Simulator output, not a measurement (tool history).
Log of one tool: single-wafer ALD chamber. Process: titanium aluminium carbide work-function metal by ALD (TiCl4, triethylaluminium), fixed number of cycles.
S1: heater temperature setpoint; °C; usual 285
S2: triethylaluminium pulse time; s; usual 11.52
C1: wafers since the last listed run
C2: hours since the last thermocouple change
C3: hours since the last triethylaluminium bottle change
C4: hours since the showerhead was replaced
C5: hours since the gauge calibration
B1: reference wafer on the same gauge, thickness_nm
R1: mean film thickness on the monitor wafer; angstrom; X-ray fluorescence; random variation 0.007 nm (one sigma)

Run 1, hour 0: usual settings; C1 0; C2 2603.7; C3 1195.3; C4 6860.9; C5 499.5; B1 2.169. Result: R1 17.9 angstrom.
Run 2, hour 38.5: usual settings; C1 565; C2 2642.2; C3 1233.8; C4 6899.4; C5 538; B1 2.17. Result: R1 17.84 angstrom.
Run 3, hour 84.3: usual settings; C1 672; C2 2688; C3 1279.6; C4 6945.2; C5 583.8; B1 2.17. Result: R1 17.79 angstrom.
Run 4, hour 130.4: usual settings; C1 676; C2 2734.1; C3 1325.7; C4 6991.3; C5 629.9; B1 2.17. Result: R1 17.79 angstrom.
Run 5, hour 181.6: usual settings; C1 751; C2 2785.3; C3 1376.9; C4 7042.5; C5 681.1; B1 2.171. Result: R1 17.66 angstrom.
Run 6, hour 214.6: usual settings; C1 484; C2 2818.3; C3 1409.9; C4 7075.5; C5 714.1; B1 2.169. Result: R1 17.75 angstrom.
Run 7, hour 270.1: usual settings; C1 814; C2 2873.8; C3 1465.4; C4 7131; C5 769.6; B1 2.169. Result: R1 17.52 angstrom.
At hour 278.7: thermocouple changed; heater temperature recalibrated.
Run 8, hour 329: usual settings; C1 747; C2 50.3; C3 1524.3; C4 7189.9; C5 828.5; B1 2.17. Result: R1 17.46 angstrom.
Run 9, hour 376.8: usual settings but S1 291 °C; C1 701; C2 98.1; C3 1572.1; C4 7237.7; C5 876.3; B1 2.169. Result: R1 18.14 angstrom.
At hour 436.3: triethylaluminium bottle replaced.
Run 10, hour 533.7: usual settings but S1 291 °C; C1 2186; C2 255; C3 97.4; C4 7394.6; C5 1033.2; B1 2.171. Result: R1 19.02 angstrom.
Run 11, hour 586.1: usual settings but S1 296 °C; C1 769; C2 307.4; C3 149.8; C4 7447; C5 1085.6; B1 2.171. Result: R1 19.46 angstrom.
Run 12, hour 643.3: usual settings but S1 294 °C; C1 839; C2 364.6; C3 207; C4 7504.2; C5 1142.8; B1 2.171. Result: R1 19.27 angstrom.
At hour 685.7: showerhead replaced.
Run 13, hour 686.5: usual settings but S1 294 °C; C1 516; C2 407.8; C3 250.2; C4 0.8; C5 1186; B1 2.169. Result: R1 19.19 angstrom.
At hour 729.3: gauge calibrated.
Run 14, hour 742.2: usual settings; C1 817; C2 463.5; C3 305.9; C4 56.5; C5 12.9; B1 2.171. Result: R1 18.31 angstrom.
Run 15, hour 775.6: usual settings but S1 297 °C, S2 9.27 s; C1 490; C2 496.9; C3 339.3; C4 89.9; C5 46.3; B1 2.17. Result: R1 19.01 angstrom.
Run 16, hour 845.6: usual settings; C1 1027; C2 566.9; C3 409.3; C4 159.9; C5 116.3; B1 2.17. Result: R1 18.37 angstrom.
Run 17, hour 870: usual settings but S1 277 °C, S2 8.49 s; C1 358; C2 591.3; C3 433.7; C4 184.3; C5 140.7; B1 2.171. Result: R1 17.18 angstrom.
Run 18, hour 912.3: usual settings; C1 621; C2 633.6; C3 476; C4 226.6; C5 183; B1 2.17. Result: R1 18.36 angstrom.
Run 19, hour 956.7: usual settings but S1 273 °C; C1 651; C2 678; C3 520.4; C4 271; C5 227.4; B1 2.169. Result: R1 17.22 angstrom.
Run 20, hour 1004.8: usual settings but S1 271 °C, S2 8.51 s; C1 706; C2 726.1; C3 568.5; C4 319.1; C5 275.5; B1 2.172. Result: R1 16.49 angstrom.
Run 21, hour 1038.1: usual settings but S2 13.56 s; C1 488; C2 759.4; C3 601.8; C4 352.4; C5 308.8; B1 2.169. Result: R1 18.55 angstrom.
Run 22, hour 1091.2: usual settings but S2 9.3 s; C1 779; C2 812.5; C3 654.9; C4 405.5; C5 361.9; B1 2.169. Result: R1 17.87 angstrom.
Run 23, hour 1138.8: usual settings but S1 290 °C, S2 13.71 s; C1 698; C2 860.1; C3 702.5; C4 453.1; C5 409.5; B1 2.171. Result: R1 19.07 angstrom.
Run 24, hour 1199.5: usual settings but S1 289 °C, S2 8.72 s; C1 891; C2 920.8; C3 763.2; C4 513.8; C5 470.2; B1 2.171. Result: R1 18.14 angstrom.
Run 25, hour 1234.9: usual settings but S1 298 °C, S2 7.47 s; C1 519; C2 956.2; C3 798.6; C4 549.2; C5 505.6; B1 2.169. Result: R1 18.49 angstrom.
Run 26, hour 1264.4: usual settings but S2 13.42 s; C1 433; C2 985.7; C3 828.1; C4 578.7; C5 535.1; B1 2.17. Result: R1 18.43 angstrom.
Run 27, hour 1298.9: usual settings but S2 7.43 s; C1 506; C2 1020.2; C3 862.6; C4 613.2; C5 569.6; B1 2.169. Result: R1 17.31 angstrom.
Run 28, hour 1341: usual settings but S1 271 °C, S2 8.58 s; C1 618; C2 1062.3; C3 904.7; C4 655.3; C5 611.7; B1 2.169. Result: R1 16.45 angstrom.
Run 29, hour 1375.8: usual settings but S1 279 °C; C1 510; C2 1097.1; C3 939.5; C4 690.1; C5 646.5; B1 2.17. Result: R1 17.65 angstrom.
Run 30, hour 1434.2: usual settings but S1 273 °C, S2 13.99 s; C1 857; C2 1155.5; C3 997.9; C4 748.5; C5 704.9; B1 2.17. Result: R1 17.34 angstrom.
Run 31, hour 1462.8: usual settings; C1 419; C2 1184.1; C3 1026.5; C4 777.1; C5 733.5; B1 2.169. Result: R1 18.23 angstrom.
Run 32, hour 1508.4: usual settings but S1 274 °C, S2 8.45 s; C1 669; C2 1229.7; C3 1072.1; C4 822.7; C5 779.1; B1 2.168. Result: R1 16.52 angstrom.
Run 33, hour 1549: usual settings but S1 272 °C, S2 7.78 s; C1 596; C2 1270.3; C3 1112.7; C4 863.3; C5 819.7; B1 2.17. Result: R1 16.07 angstrom.
Run 34, hour 1590.2: usual settings but S1 279 °C, S2 14.22 s; C1 604; C2 1311.5; C3 1153.9; C4 904.5; C5 860.9; B1 2.169. Result: R1 17.88 angstrom.

What the log doesn't show, run by run:
wafer temperature above the value expected at the setpoint (K): 0 in every run
gauge reads high (%): 0 in every run
H1: triethylaluminium dose above that of a fresh bottle (%)
run      H1
  1     -25
  2   -26.1
  3   -27.6
  4     -29
  5   -30.7
  6   -31.9
  7   -33.8
  8     -36
  9   -37.8
 10  -0.352
 11  -0.511
 12  -0.761
 13      -1
 14   -1.38
 15   -1.65
 16   -2.29
 17   -2.54
 18   -3.02
 19   -3.56
 20    -4.2
 21   -4.68
 22    -5.5
 23   -6.29
 24   -7.38
 25   -8.06
 26   -8.65
 27   -9.37
 28   -10.3
 29   -11.1
 30   -12.5
 31   -13.2
 32   -14.3
 33   -15.4
 34   -16.6
